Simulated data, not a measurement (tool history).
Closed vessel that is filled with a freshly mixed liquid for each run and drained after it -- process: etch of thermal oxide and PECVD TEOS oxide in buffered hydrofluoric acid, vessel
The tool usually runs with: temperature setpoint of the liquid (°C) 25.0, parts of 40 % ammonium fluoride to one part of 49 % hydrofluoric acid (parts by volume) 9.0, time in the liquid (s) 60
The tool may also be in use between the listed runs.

run,day,temperature setpoint of the liquid (°C),parts of 40 % ammonium fluoride to one part of 49 % hydrofluoric acid (parts by volume),time in the liquid (s),wafers since the last listed run,hours since the thermometer was replaced,hours since the hydrofluoric acid flow meter was replaced,hours since the gauge calibration,"read-back film thickness of the thermal oxide reference wafer, read on the same gauge (nm)","read-back film thickness of the PECVD TEOS oxide reference wafer, read on the same gauge (nm)",thickness taken off the thermal oxide on a monitor wafer (Å),thickness taken off the PECVD TEOS oxide on a monitor wafer (Å)
1,0.000,25.0,9.0,60,0,294.8,258.1,1904.6,70.02,139.99,859.5,2248.3
2,2.621,25.0,9.0,60,7192,357.7,321.0,1967.5,70.03,140.01,861.5,2227.0
3,4.979,20.5,12.5,60,6472,414.3,377.6,2024.1,69.99,139.94,519.6,1316.7
4,7.371,28.0,9.0,60,6563,471.7,435.0,2081.5,70.01,139.98,1022.6,2592.3
# day 7.479: gauge calibrated
5,8.508,25.0,9.0,75,3121,499.0,462.3,24.7,70.03,140.00,1095.0,2833.1
# day 9.546: thermometer replaced, repeated, since the last time left the tool worse
6,10.904,21.0,7.5,60,6460,32.6,519.8,82.2,70.02,140.02,797.3,2029.1
7,13.321,27.5,7.0,60,6632,90.6,577.8,140.2,70.00,139.99,1226.7,3179.5
8,15.117,22.5,10.5,30,4928,133.7,620.9,183.3,69.97,140.00,318.1,817.0
9,16.304,27.5,7.0,60,3259,162.2,649.4,211.8,70.03,140.03,1201.4,3197.3
10,17.667,29.5,9.0,60,3739,194.9,682.1,244.5,70.02,140.00,1034.3,2659.4
11,20.279,25.0,9.0,60,7169,257.6,744.8,307.2,70.03,140.00,826.9,2132.1
12,21.767,23.5,7.0,50,4082,293.3,780.5,342.9,69.98,140.00,823.6,2160.3
13,23.967,22.0,9.0,45,6037,346.1,833.3,395.7,70.03,139.99,528.6,1340.5
14,26.771,25.0,6.0,60,7695,413.4,900.6,463.0,69.98,139.99,1230.7,3207.3
15,29.692,25.0,9.0,60,8016,483.5,970.7,533.1,69.96,140.01,826.9,2128.0
16,32.375,25.0,10.5,45,7364,547.9,1035.1,597.5,69.98,140.04,548.8,1442.5
17,33.725,25.0,9.0,30,3705,580.3,1067.5,629.9,70.02,140.02,416.8,1048.4
18,36.388,22.0,12.0,60,7307,644.2,1131.4,693.8,70.02,139.95,547.9,1411.6
19,37.421,21.0,9.0,60,2835,669.0,1156.2,718.6,70.01,140.01,658.5,1722.3
20,40.058,28.0,12.0,40,7238,732.3,1219.5,781.9,69.96,140.03,509.1,1323.8
21,42.583,27.5,7.0,60,6929,792.9,1280.1,842.5,70.03,140.02,1235.9,3207.2
22,45.400,23.0,9.0,30,7730,860.5,1347.7,910.1,70.03,139.97,371.1,972.1
23,47.679,25.0,9.0,60,6255,915.2,1402.4,964.8,69.95,140.03,836.3,2109.8
24,50.608,25.0,9.0,60,8038,985.5,1472.7,1035.1,70.01,140.02,831.6,2137.2
25,53.067,28.5,9.0,60,6746,1044.5,1531.7,1094.1,69.99,140.05,994.5,2558.7
26,54.946,23.0,9.0,60,5157,1089.6,1576.8,1139.2,70.01,140.04,738.5,1945.0

What if the next run were any one of these 4? Each begins from the tool's condition after run 26:
A,54.975,25.0,9.0,60,80,1090.3,1577.5,1139.9,?,?,?,?
B,54.975,21.5,8.0,45,80,1090.3,1577.5,1139.9,?,?,?,?
C,54.975,27.5,10.5,85,80,1090.3,1577.5,1139.9,?,?,?,?
D,54.975,25.0,6.5,60,80,1090.3,1577.5,1139.9,?,?,?,?

run,"read-back film thickness of the thermal oxide reference wafer, read on the same gauge (nm)","read-back film thickness of the PECVD TEOS oxide reference wafer, read on the same gauge (nm)",thickness taken off the thermal oxide on a monitor wafer (Å),thickness taken off the PECVD TEOS oxide on a monitor wafer (Å)
A,70.01,140.01,833.5,2125.3
B,70.01,140.01,586.9,1496.4
C,70.01,140.01,1204.8,3072.1
D,70.01,140.01,1166.6,2974.6
Take away the tool's hidden state, keep each run's random variation, and the runs would have read:
run,thickness taken off the thermal oxide on a monitor wafer (Å),thickness taken off the PECVD TEOS oxide on a monitor wafer (Å)
A,807.3,2058.6
B,568.0,1448.4
C,1167.6,2977.2
D,1130.0,2881.4

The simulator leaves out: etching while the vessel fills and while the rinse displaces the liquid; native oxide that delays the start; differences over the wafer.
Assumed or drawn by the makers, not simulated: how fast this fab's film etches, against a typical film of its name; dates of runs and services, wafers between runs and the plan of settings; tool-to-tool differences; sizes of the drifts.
